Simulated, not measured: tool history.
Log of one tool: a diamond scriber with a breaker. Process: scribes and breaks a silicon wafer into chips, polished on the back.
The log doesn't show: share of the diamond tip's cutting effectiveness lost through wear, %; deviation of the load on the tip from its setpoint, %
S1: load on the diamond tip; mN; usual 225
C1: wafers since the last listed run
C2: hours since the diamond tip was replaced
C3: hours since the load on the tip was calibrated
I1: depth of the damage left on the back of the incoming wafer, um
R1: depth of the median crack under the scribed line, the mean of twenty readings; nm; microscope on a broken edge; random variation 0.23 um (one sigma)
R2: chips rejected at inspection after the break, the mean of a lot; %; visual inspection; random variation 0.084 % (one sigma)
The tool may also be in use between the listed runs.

run,hour,S1,C1,C2,C3,I1,R1,R2
1,0,225,0,313.3,310.7,0.04,14670,2.03
2,64.1,225,262,377.4,374.8,0.04,14730,2.2
3,143.4,225,324,456.7,454.1,0.04,14740,2.38
4,241.6,225,401,554.9,552.3,0.03,14700,2.49
5,286.9,225,185,600.2,597.6,0.02,15020,2.67
6,332.8,225,187,646.1,643.5,0.04,14480,2.57
7,400,188,275,713.3,710.7,0.05,13250,1.57
# hour 448.9: load on the tip recalibrated
8,460.7,188,240,774,11.8,0.03,12090,2.85
# hour 466.3: diamond tip replaced by a new one, of another model than before
9,556.1,188,382,89.8,107.2,0.03,11830,2.63
10,642,248,351,175.7,193.1,0.03,15760,3.59
11,698.1,267,229,231.8,249.2,0.02,16630,6.34
12,790.7,267,379,324.4,341.8,0.03,17300,7.47
13,843.6,278,216,377.3,394.7,0.02,17390,9.36
14,944,164,411,477.7,495.1,0.03,11270,4.35
15,1007.5,176,259,541.2,558.6,0.04,12750,2.59
16,1066.6,271,241,600.3,617.7,0.01,17660,8.73
17,1132.1,179,268,665.8,683.2,0.02,12320,2.31
# hour 1181.4: diamond tip replaced by a new one
# hour 1185.7: load on the tip recalibrated
18,1214.8,198,322,33.4,29.1,0.05,12400,2.59
19,1308.2,284,382,126.8,122.5,0.04,16570,7.07
20,1409.5,225,414,228.1,223.8,0.04,14620,2.09
21,1483.1,167,301,301.7,297.4,0.03,11580,4.9
22,1610.1,225,519,428.7,424.4,0.03,14410,2.6
23,1713.3,225,422,531.9,527.6,0.02,15070,2.57
24,1791.8,252,321,610.4,606.1,0.02,16590,5.22

Forecast each of these 5 alternatives for the next run:
A,1792.4,225,2,611,606.7,0.02,?,?
B,1792.4,266,2,611,606.7,0.02,?,?
C,1792.4,290,2,611,606.7,0.02,?,?
D,1792.4,158,2,611,606.7,0.02,?,?
E,1792.4,175,2,611,606.7,0.02,?,?

run,R1,R2
A,15390,2.73
B,17590,7.37
C,18820,10.92
D,11380,5.46
E,12460,2.71
Without the tool's hidden state the same runs would have given:
run,R1,R2
A,13840,1.57
B,15820,3.42
C,16930,5.7
D,10240,10.57
E,11210,6.09

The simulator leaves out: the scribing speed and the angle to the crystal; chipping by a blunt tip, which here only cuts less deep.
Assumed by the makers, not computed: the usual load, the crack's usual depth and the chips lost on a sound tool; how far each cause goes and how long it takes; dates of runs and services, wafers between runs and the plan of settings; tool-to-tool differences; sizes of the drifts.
